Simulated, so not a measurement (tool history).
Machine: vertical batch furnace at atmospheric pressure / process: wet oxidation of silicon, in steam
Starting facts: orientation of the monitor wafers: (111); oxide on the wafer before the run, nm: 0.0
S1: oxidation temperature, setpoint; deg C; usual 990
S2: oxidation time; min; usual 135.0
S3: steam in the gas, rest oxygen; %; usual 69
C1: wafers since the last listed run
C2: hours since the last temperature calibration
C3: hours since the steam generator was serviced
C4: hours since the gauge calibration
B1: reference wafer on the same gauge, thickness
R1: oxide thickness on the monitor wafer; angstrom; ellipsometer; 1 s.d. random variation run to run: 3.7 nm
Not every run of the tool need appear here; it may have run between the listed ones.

run    hour    S1     S2  S3   C1      C2      C3      C4      B1      R1
  1     0.0   990  135.0  69    0  1210.8  3049.1   696.8  615.98  6486.3
  2    31.4   980  135.0  69  214  1242.2  3080.5   728.2  616.17  6202.9
  3    61.4   980  135.0  69  204  1272.2  3110.5   758.2  616.68  6052.0
  4    89.2   980  135.0  69  189  1300.0  3138.3   786.0  616.89  6117.2
  5   113.8   990  135.0  69  167  1324.6  3162.9   810.6  616.85  6455.8
  6   149.7   990  135.0  78  244  1360.5  3198.8   846.5  616.42  6923.1
  7   189.0   990  135.0  78  267  1399.8  3238.1   885.8  617.82  6935.6
  8   221.9   990  135.0  78  224  1432.7  3271.0   918.7  615.03  6963.9
  9   237.6   990  135.0  69  107  1448.4  3286.7   934.4  617.29  6389.1
 10   254.0   990  135.0  69  111  1464.8  3303.1   950.8  617.14  6446.8
 11   278.7   990  158.0  69  168  1489.5  3327.8   975.5  617.01  7061.0
 12   292.4   990  135.0  69   93  1503.2  3341.5   989.2  617.55  6452.7
 13   310.2   990  135.0  69  121  1521.0  3359.3  1007.0  616.43  6491.8
 14   410.0   990  135.0  69  680  1620.8  3459.1  1106.8  618.50  6436.9
 15   437.3   982  175.0  69  186  1648.1  3486.4  1134.1  615.93  7272.4
 16   465.7   982  175.0  69  193  1676.5  3514.8  1162.5  616.42  7152.2
 17   483.6  1002   98.0  66  122  1694.4  3532.7  1180.4  617.87  5564.9
 18   503.6   974  189.5  58  136  1714.4  3552.7  1200.4  616.65  6572.9
 19   523.1   966  171.5  75  132  1733.9  3572.2  1219.9  616.62  6864.4
      547.2  -- gauge calibrated
      553.3  -- steam generator serviced
 20   553.8  1008  135.0  63   45  1764.6     0.5     6.6  617.11  6722.0
 21   567.6  1007  110.5  60   94  1778.4    14.3    20.4  617.80  5817.8
      612.0  -- thermocouples replaced and temperature profile calibrated
 22   612.5   990  135.0  69  142     0.5    59.2    65.3  618.06  6487.2
 23   619.4   968   72.5  69   47     7.4    66.1    72.2  617.00  3799.0
 24   626.3   990   96.0  59   47    14.3    73.0    79.1  617.30  4766.0
 25   638.9  1007  110.5  60   85    26.9    85.6    91.7  617.26  5776.1
 26   651.1   984  135.0  81   83    39.1    97.8   103.9  616.79  6941.5
 27   668.2  1004   91.0  69  116    56.2   114.9   121.0  617.18  5532.4
 28   680.6   990  135.0  69   84    68.6   127.3   133.4  616.76  6413.0
 29   713.6   990  135.0  69  225   101.6   160.3   166.4  617.29  6476.7
 30   805.8   990  169.0  74  628   193.8   252.5   258.6  617.81  7657.9
 31   834.7   990  135.0  69  197   222.7   281.4   287.5  617.47  6465.7
 32   860.3   990  135.0  69  174   248.3   307.0   313.1  616.83  6450.6
 33   896.2   967  176.5  64  244   284.2   342.9   349.0  617.32  6393.5
 34   930.0   968  135.0  69  230   318.0   376.7   382.8  615.03  5707.4
 35   949.0  1004   91.0  69  129   337.0   395.7   401.8  616.94  5483.4
 36   982.1   990  118.0  59  225   370.1   428.8   434.9  616.68  5469.3
 37  1007.5   990   77.0  69  173   395.5   454.2   460.3  617.43  4599.9
 38  1043.6  1013  135.0  61  246   431.6   490.3   496.4  617.19  6796.2
 39  1071.9   990  135.0  69  192   459.9   518.6   524.7  617.28  6519.7

Each row is a separate what-if for the run after 39, all from the same tool condition, not one after another. Results?
  A  1078.9  990  135.0  69  47  466.9  525.6  531.7   ?   ?
  B  1078.9  990  198.5  69  47  466.9  525.6  531.7   ?   ?
  C  1078.9  990  135.0  60  47  466.9  525.6  531.7   ?   ?

run      B1      R1
  A  616.59  6470.3
  B  616.59  8132.8
  C  616.59  5945.2
Without the tool's unlogged condition, the same runs would have read:
run      R1
  A  6470.3
  B  8132.8
  C  5945.2
